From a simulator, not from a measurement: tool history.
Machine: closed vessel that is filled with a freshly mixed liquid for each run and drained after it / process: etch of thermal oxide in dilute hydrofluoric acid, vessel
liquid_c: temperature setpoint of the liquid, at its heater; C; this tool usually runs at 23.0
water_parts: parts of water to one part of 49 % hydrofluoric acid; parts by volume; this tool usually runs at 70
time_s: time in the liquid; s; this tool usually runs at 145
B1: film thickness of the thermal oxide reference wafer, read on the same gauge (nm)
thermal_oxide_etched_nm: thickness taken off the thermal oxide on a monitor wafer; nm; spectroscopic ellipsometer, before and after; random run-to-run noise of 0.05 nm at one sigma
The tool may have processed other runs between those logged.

run 1 day=0.000 | liquid_c=23.0 water_parts=70 time_s=145 | B1=111.70 | thermal_oxide_etched_nm=9.84
run 2 day=2.342 | liquid_c=23.0 water_parts=70 time_s=145 | B1=112.00 | thermal_oxide_etched_nm=9.93
run 3 day=4.629 | liquid_c=23.0 water_parts=70 time_s=145 | B1=112.31 | thermal_oxide_etched_nm=9.99
run 4 day=6.329 | liquid_c=23.0 water_parts=70 time_s=145 | B1=112.61 | thermal_oxide_etched_nm=9.95
run 5 day=8.012 | liquid_c=23.0 water_parts=70 time_s=145 | B1=112.87 | thermal_oxide_etched_nm=10.05
run 6 day=10.733 | liquid_c=23.0 water_parts=70 time_s=145 | B1=113.32 | thermal_oxide_etched_nm=10.04
-- day=12.375 gauge calibrated
run 7 day=12.967 | liquid_c=23.0 water_parts=70 time_s=145 | B1=110.09 | thermal_oxide_etched_nm=9.78
run 8 day=15.862 | liquid_c=23.0 water_parts=70 time_s=145 | B1=110.13 | thermal_oxide_etched_nm=9.75
run 9 day=17.750 | liquid_c=23.0 water_parts=70 time_s=145 | B1=110.17 | thermal_oxide_etched_nm=9.76
run 10 day=18.846 | liquid_c=23.0 water_parts=100 time_s=85 | B1=110.18 | thermal_oxide_etched_nm=3.84
run 11 day=21.521 | liquid_c=25.5 water_parts=70 time_s=145 | B1=110.27 | thermal_oxide_etched_nm=10.68
-- day=22.858 hydrofluoric acid flow meter replaced
run 12 day=23.638 | liquid_c=23.0 water_parts=85 time_s=120 | B1=110.40 | thermal_oxide_etched_nm=6.53
run 13 day=26.238 | liquid_c=23.0 water_parts=100 time_s=145 | B1=110.57 | thermal_oxide_etched_nm=6.65
run 14 day=27.250 | liquid_c=23.0 water_parts=70 time_s=110 | B1=110.64 | thermal_oxide_etched_nm=7.38
run 15 day=29.804 | liquid_c=23.0 water_parts=70 time_s=110 | B1=110.85 | thermal_oxide_etched_nm=7.39

What will run 16 give?
-- day=30.175 thermometer replaced
run 16 day=32.367 | liquid_c=26.0 water_parts=55 time_s=70 | B1=? | thermal_oxide_etched_nm=?

{"run 16": {"B1": 111.09, "thermal_oxide_etched_nm": 7.01}}
Without the tool's hidden state the same run would have given thermal_oxide_etched_nm 6.94 nm.
